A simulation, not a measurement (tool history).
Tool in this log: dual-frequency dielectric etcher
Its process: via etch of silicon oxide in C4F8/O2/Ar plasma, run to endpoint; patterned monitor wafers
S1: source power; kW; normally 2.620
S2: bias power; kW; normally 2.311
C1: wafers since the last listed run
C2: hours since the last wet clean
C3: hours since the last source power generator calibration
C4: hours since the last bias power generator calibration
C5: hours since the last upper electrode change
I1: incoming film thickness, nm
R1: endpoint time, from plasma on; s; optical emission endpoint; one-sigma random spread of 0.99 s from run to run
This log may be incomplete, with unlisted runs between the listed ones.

run    hour     S1     S2   C1     C2      C3      C4      C5      I1     R1
  1     0.0  2.980  2.311    0  423.3  3894.0  2840.6  3595.5  2146.3  302.4
  2    95.9  2.620  2.311  491  519.2  3989.9  2936.5  3691.4  2159.6  318.3
      124.3  -- wet clean of the chamber
  3   180.6  2.390  2.740  310   56.3  4074.6  3021.2  3776.1  2139.6  317.3
  4   251.7  2.390  2.740  364  127.4  4145.7  3092.3  3847.2  2147.7  317.9
  5   312.0  2.390  2.740  308  187.7  4206.0  3152.6  3907.5  2148.8  317.8
  6   409.1  2.620  2.311  497  284.8  4303.1  3249.7  4004.6  2163.6  323.9
  7   478.0  2.620  2.311  352  353.7  4372.0  3318.6  4073.5  2166.5  322.2
  8   516.0  3.060  2.098  194  391.7  4410.0  3356.6  4111.5  2160.3  312.7
  9   586.7  3.060  2.098  362  462.4  4480.7  3427.3  4182.2  2138.1  306.9
 10   629.8  2.620  2.311  220  505.5  4523.8  3470.4  4225.3  2166.4  319.2
      682.6  -- wet clean of the chamber
 11   737.3  2.620  2.311  427   54.7  4631.3  3577.9  4332.8  2171.5  332.9
 12   808.3  2.090  2.311  363  125.7  4702.3  3648.9  4403.8  2146.2  352.6
 13   896.6  2.090  2.311  452  214.0  4790.6  3737.2  4492.1  2162.2  351.9
      955.9  -- source power generator calibrated
 14   956.4  2.090  2.311  285  273.8     0.5  3797.0  4551.9  2150.6  349.0
 15  1046.9  2.620  2.532  463  364.3    91.0  3887.5  4642.4  2171.1  315.9
 16  1097.7  2.620  2.532  260  415.1   141.8  3938.3  4693.2  2170.6  314.5
 17  1193.0  2.620  2.532  488  510.4   237.1  4033.6  4788.5  2170.8  312.2
 18  1230.0  3.150  2.886  189  547.4   274.1  4070.6  4825.5  2155.7  279.3
     1254.9  -- wet clean of the chamber
 19  1272.5  2.040  2.590   94   17.6   316.6  4113.1  4868.0  2156.1  345.1
 20  1334.9  3.080  2.311  319   80.0   379.0  4175.5  4930.4  2172.6  313.9
 21  1392.2  2.790  2.652  293  137.3   436.3  4232.8  4987.7  2181.0  312.2
 22  1446.4  3.100  2.159  277  191.5   490.5  4287.0  5041.9  2151.0  313.1
 23  1525.6  2.010  2.311  405  270.7   569.7  4366.2  5121.1  2163.8  355.1
 24  1610.6  2.240  2.591  435  355.7   654.7  4451.2  5206.1  2152.5  327.0
     1706.8  -- upper electrode replaced
 25  1707.3  2.620  1.841  372  452.4   751.4  4547.9     0.5  2190.6  347.3
     1802.0  -- wet clean of the chamber
 26  1802.5  2.390  2.514  364    0.5   846.6  4643.1    95.7  2172.4  335.3
 27  1839.7  3.270  2.824  190   37.7   883.8  4680.3   132.9  2183.7  291.6
     1871.4  -- bias power generator calibrated
 28  1916.4  2.620  2.594  372  114.4   960.5    45.0   209.6  2171.4  320.8
 29  2014.2  2.620  2.311  500  212.2  1058.3   142.8   307.4  2142.2  322.4
 30  2073.1  2.390  2.740  301  271.1  1117.2   201.7   366.3  2175.9  320.3
 31  2124.6  2.620  2.311  263  322.6  1168.7   253.2   417.8  2174.4  327.7
 32  2207.1  2.620  2.311  422  405.1  1251.2   335.7   500.3  2177.0  325.4
 33  2289.1  2.230  1.904  419  487.1  1333.2   417.7   582.3  2146.5  355.2
     2333.8  -- wet clean of the chamber
 34  2361.4  3.030  2.311  247   27.6  1405.5   490.0   654.6  2168.0  313.3
 35  2468.1  2.030  1.765  546  134.3  1512.2   596.7   761.3  2164.5  385.4

Subtracting, for every run, the result it would have given without the tool's unlogged condition from the measured result gives the following. The same run-to-run variation enters both numbers; the gauge's scatter may not:
What the log doesn't record here: etch rate over this chamber's usual, %; source power that arrives over what is set, %; bias power that arrives over what is set, %.
run     R1
  1   -9.1
  2  -11.8
  3   -1.3
  4   -3.0
  5   -4.3
  6   -6.8
  7   -8.4
  8   -9.1
  9  -10.6
 10  -12.0
 11   +1.7
 12   -0.1
 13   -2.4
 14   -4.0
 15   -5.7
 16   -6.9
 17   -9.1
 18   -8.9
 19   +1.5
 20   +0.0
 21   -1.4
 22   -2.7
 23   -5.1
 24   -6.8
 25   -9.7
 26   +2.4
 27   +1.3
 28   -0.4
 29   -2.7
 30   -4.1
 31   -5.5
 32   -7.4
 33  -10.4
 34   +0.6
 35   -2.3
